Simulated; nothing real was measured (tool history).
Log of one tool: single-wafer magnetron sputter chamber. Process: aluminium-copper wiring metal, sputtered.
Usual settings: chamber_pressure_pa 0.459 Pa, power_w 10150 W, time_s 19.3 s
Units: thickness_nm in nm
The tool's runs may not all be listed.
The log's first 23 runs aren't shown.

run   hour  chamber_pressure_pa  power_w  time_s  read-back reference wafer on the same gauge, thickness_nm  thickness_nm
 24  273.7                0.459    10150    19.3                                                     387.01       341.061
 25  287.5                0.299    12650    17.4                                                    386.692       429.214
 26  298.5                0.402    11750    22.7                                                    387.262       483.404
 27  304.8                 0.31    11300    22.2                                                    387.035       487.095
 28  312.1                0.394     8600    19.3                                                    386.392       302.742
 29  321.8                0.459    10150    19.3                                                    386.927       341.769
 30    337                0.638    12200      22                                                    387.019       411.664
 31  348.8                0.372    11650    15.5                                                    387.183       332.469
 32  356.5                0.459    10150    19.3                                                    386.536       339.513
 33  371.6                0.459    10150    19.3                                                    387.208       339.774

Forecast each of these 4 alternatives for the next run:
  A   372                0.377    10150    19.3                                                          ?             ?
  B   372                0.459    10150    16.7                                                          ?             ?
  C   372                0.292    11450    22.4                                                          ?             ?
  D   372                0.459    10150    20.8                                                          ?             ?

run  read-back reference wafer on the same gauge, thickness_nm  thickness_nm
  A                                                    386.804       359.546
  B                                                    386.804        292.99
  C                                                    386.804       501.705
  D                                                    386.804       364.922
Without the tool's hidden state the same runs would have given:
run  thickness_nm
  A       367.081
  B       300.784
  C       509.157
  D        374.63

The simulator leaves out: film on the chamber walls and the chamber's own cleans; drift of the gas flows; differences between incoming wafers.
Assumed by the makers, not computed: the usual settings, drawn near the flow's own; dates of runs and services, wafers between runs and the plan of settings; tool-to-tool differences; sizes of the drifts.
